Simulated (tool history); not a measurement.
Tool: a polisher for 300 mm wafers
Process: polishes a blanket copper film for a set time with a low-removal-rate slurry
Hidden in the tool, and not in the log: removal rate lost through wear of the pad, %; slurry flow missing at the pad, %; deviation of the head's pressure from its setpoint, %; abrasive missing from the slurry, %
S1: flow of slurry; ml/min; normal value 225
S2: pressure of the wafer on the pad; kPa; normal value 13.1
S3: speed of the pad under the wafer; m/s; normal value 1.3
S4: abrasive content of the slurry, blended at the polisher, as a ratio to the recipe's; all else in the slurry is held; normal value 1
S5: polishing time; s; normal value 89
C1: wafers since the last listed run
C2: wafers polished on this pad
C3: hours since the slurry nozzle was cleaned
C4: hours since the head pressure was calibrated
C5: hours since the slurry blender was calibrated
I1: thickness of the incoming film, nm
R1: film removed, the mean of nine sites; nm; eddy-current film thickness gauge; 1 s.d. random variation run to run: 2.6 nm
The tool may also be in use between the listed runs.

{"run": 1, "hour": 0.0, "S1": 225, "S2": 13.1, "S3": 1.3, "S4": 1, "S5": 89, "C1": 0, "C2": 1655, "C3": 272.7, "C4": 126.8, "C5": 542.5, "I1": 870.9, "R1": 263.6}
{"run": 2, "hour": 64.7, "S1": 225, "S2": 13.1, "S3": 1.3, "S4": 1, "S5": 89, "C1": 786, "C2": 2441, "C3": 337.4, "C4": 191.5, "C5": 607.2, "I1": 885.6, "R1": 263.4}
{"hour": 98.5, "done": "slurry blender recalibrated"}
{"run": 3, "hour": 170.4, "S1": 225, "S2": 13.1, "S3": 1.3, "S4": 1, "S5": 112, "C1": 1260, "C2": 3702, "C3": 443.1, "C4": 297.2, "C5": 71.9, "I1": 870.5, "R1": 333.5}
{"run": 4, "hour": 276.4, "S1": 225, "S2": 13.1, "S3": 1.4, "S4": 1, "S5": 89, "C1": 1288, "C2": 4990, "C3": 549.1, "C4": 403.2, "C5": 177.9, "I1": 884.4, "R1": 287.5}
{"hour": 423.7, "done": "slurry nozzle cleaned"}
{"hour": 446.3, "done": "worn pad replaced by a new one"}
{"run": 5, "hour": 541.5, "S1": 225, "S2": 13.1, "S3": 1.3, "S4": 1, "S5": 89, "C1": 3161, "C2": 1157, "C3": 117.8, "C4": 668.3, "C5": 443, "I1": 885.3, "R1": 265.2}
{"run": 6, "hour": 586.2, "S1": 225, "S2": 13.1, "S3": 1.3, "S4": 1, "S5": 98, "C1": 543, "C2": 1700, "C3": 162.5, "C4": 713, "C5": 487.7, "I1": 884, "R1": 299.6}
{"hour": 649.6, "done": "slurry blender recalibrated"}
{"hour": 667.9, "done": "head pressure recalibrated"}
{"run": 7, "hour": 676.4, "S1": 225, "S2": 13.1, "S3": 1.3, "S4": 1, "S5": 89, "C1": 1047, "C2": 2748, "C3": 252.7, "C4": 8.5, "C5": 26.8, "I1": 885.7, "R1": 287.3}
{"run": 8, "hour": 752.4, "S1": 225, "S2": 13.1, "S3": 1.3, "S4": 1, "S5": 89, "C1": 923, "C2": 3672, "C3": 328.7, "C4": 84.5, "C5": 102.8, "I1": 867.9, "R1": 285.4}
{"run": 9, "hour": 849.8, "S1": 225, "S2": 13.1, "S3": 1.3, "S4": 1, "S5": 89, "C1": 1183, "C2": 4856, "C3": 426.1, "C4": 181.9, "C5": 200.2, "I1": 874, "R1": 288.9}
{"run": 10, "hour": 893.4, "S1": 225, "S2": 13.1, "S3": 1.3, "S4": 1, "S5": 89, "C1": 529, "C2": 5386, "C3": 469.7, "C4": 225.5, "C5": 243.8, "I1": 865, "R1": 288.9}
{"hour": 960.6, "done": "slurry nozzle cleaned"}
{"run": 11, "hour": 999.5, "S1": 225, "S2": 13.1, "S3": 1.1, "S4": 0.8, "S5": 69, "C1": 1277, "C2": 6663, "C3": 38.9, "C4": 331.6, "C5": 349.9, "I1": 889.7, "R1": 182.5}
{"run": 12, "hour": 1062.9, "S1": 225, "S2": 13.1, "S3": 1.3, "S4": 1, "S5": 89, "C1": 770, "C2": 7434, "C3": 102.3, "C4": 395, "C5": 413.3, "I1": 871.7, "R1": 296.5}
{"hour": 1103.9, "done": "worn pad replaced by a new one"}
{"run": 13, "hour": 1146.0, "S1": 225, "S2": 13.1, "S3": 1.3, "S4": 1.15, "S5": 71, "C1": 961, "C2": 512, "C3": 185.4, "C4": 478.1, "C5": 496.4, "I1": 873.9, "R1": 241.7}
{"run": 14, "hour": 1238.3, "S1": 185, "S2": 13.1, "S3": 1.3, "S4": 1, "S5": 89, "C1": 1121, "C2": 1634, "C3": 277.7, "C4": 570.4, "C5": 588.7, "I1": 865.4, "R1": 290.9}
{"hour": 1275.3, "done": "head pressure recalibrated, repeated, since the last time left the tool worse"}
{"run": 15, "hour": 1279.1, "S1": 260, "S2": 13.1, "S3": 1.72, "S4": 1, "S5": 89, "C1": 471, "C2": 2105, "C3": 318.5, "C4": 3.8, "C5": 629.5, "I1": 863.7, "R1": 350.5}
{"run": 16, "hour": 1315.2, "S1": 225, "S2": 11, "S3": 1.5, "S4": 0.8, "S5": 89, "C1": 438, "C2": 2544, "C3": 354.6, "C4": 39.9, "C5": 665.6, "I1": 870.5, "R1": 241.7}
{"hour": 1333.0, "done": "slurry blender recalibrated"}
{"run": 17, "hour": 1416.4, "S1": 225, "S2": 10.3, "S3": 1.5, "S4": 1.25, "S5": 62, "C1": 1205, "C2": 3750, "C3": 455.8, "C4": 141.1, "C5": 83.4, "I1": 863.6, "R1": 171.2}
{"run": 18, "hour": 1473.3, "S1": 225, "S2": 16.5, "S3": 1.3, "S4": 0.75, "S5": 89, "C1": 691, "C2": 4442, "C3": 512.7, "C4": 198, "C5": 140.3, "I1": 887.1, "R1": 313.9}

Forecast run 19:
{"hour": 1566.1, "done": "slurry nozzle cleaned"}
{"hour": 1637.4, "done": "worn pad replaced by a new one"}
{"run": 19, "hour": 1716.1, "S1": 225, "S2": 13.1, "S3": 1.3, "S4": 1, "S5": 89, "C1": 2890, "C2": 957, "C3": 150, "C4": 440.8, "C5": 383.1, "I1": 868.4, "R1": "?"}

R1: 265.4 nm
With the hidden condition absent and the run-to-run variation left alone, this run would have shown R1 259.9 nm.
